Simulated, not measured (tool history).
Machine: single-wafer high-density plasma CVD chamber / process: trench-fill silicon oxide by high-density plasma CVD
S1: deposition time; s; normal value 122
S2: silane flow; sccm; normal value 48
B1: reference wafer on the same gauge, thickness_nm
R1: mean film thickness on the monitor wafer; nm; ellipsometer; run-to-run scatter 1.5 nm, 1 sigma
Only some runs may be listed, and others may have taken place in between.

| run | hour | S1 | S2 | B1 | R1 |
|---|---|---|---|---|---|
| 1 | 0.0 | 122 | 48 | 711.672 | 606.539 |
| 2 | 17.0 | 122 | 48 | 712.142 | 605.339 |
| 3 | 26.6 | 104 | 48 | 712.059 | 515.919 |
| 4 | 39.3 | 104 | 48 | 712.169 | 516.001 |
| 5 | 48.3 | 122 | 48 | 711.875 | 605.470 |
| 6 | 62.4 | 122 | 48 | 711.709 | 604.687 |
| 7 | 73.5 | 122 | 48 | 711.860 | 602.417 |
| 8 | 84.1 | 122 | 48 | 712.018 | 605.247 |
| 9 | 94.7 | 122 | 48 | 711.891 | 606.653 |
| 10 | 103.9 | 122 | 53 | 711.967 | 666.727 |
| 11 | 118.8 | 122 | 52 | 712.132 | 653.903 |
| 12 | 132.3 | 122 | 52 | 711.864 | 657.861 |
| 13 | 179.9 | 122 | 52 | 711.352 | 655.304 |
| 14 | 197.1 | 122 | 48 | 711.754 | 608.278 |
|  | 198.6 | gauge calibrated |
| 15 | 207.5 | 122 | 48 | 711.730 | 607.553 |
| 16 | 214.1 | 122 | 48 | 711.912 | 606.160 |
| 17 | 225.2 | 122 | 48 | 712.312 | 605.750 |
| 18 | 233.1 | 139 | 41 | 712.141 | 591.280 |
| 19 | 246.5 | 110 | 48 | 711.856 | 545.420 |
| 20 | 252.8 | 122 | 42 | 712.028 | 528.593 |
| 21 | 262.5 | 139 | 48 | 711.401 | 689.187 |
| 22 | 275.2 | 102 | 54 | 712.507 | 568.264 |
| 23 | 285.8 | 122 | 51 | 711.922 | 643.442 |
|  | 301.9 | silane flow controller replaced |
| 24 | 302.4 | 133 | 41 | 711.642 | 563.043 |
| 25 | 309.7 | 122 | 54 | 712.530 | 681.978 |
| 26 | 344.4 | 101 | 42 | 711.776 | 440.506 |
| 27 | 353.2 | 122 | 48 | 712.500 | 604.633 |
| 28 | 370.7 | 122 | 56 | 712.177 | 704.596 |
| 29 | 383.5 | 122 | 48 | 712.047 | 604.437 |
| 30 | 391.4 | 136 | 48 | 711.989 | 677.985 |
| 31 | 405.1 | 122 | 48 | 711.551 | 604.364 |
| 32 | 413.0 | 130 | 53 | 711.728 | 712.441 |
| 33 | 420.9 | 142 | 52 | 711.796 | 764.319 |
| 34 | 427.7 | 115 | 43 | 712.171 | 511.273 |
| 35 | 438.4 | 122 | 52 | 711.554 | 655.774 |

What was the tool's hidden state at every run in the log?
delivered silane flow above the setpoint (%): 0, the same for each run
gauge reads high (%): 0, the same for each run

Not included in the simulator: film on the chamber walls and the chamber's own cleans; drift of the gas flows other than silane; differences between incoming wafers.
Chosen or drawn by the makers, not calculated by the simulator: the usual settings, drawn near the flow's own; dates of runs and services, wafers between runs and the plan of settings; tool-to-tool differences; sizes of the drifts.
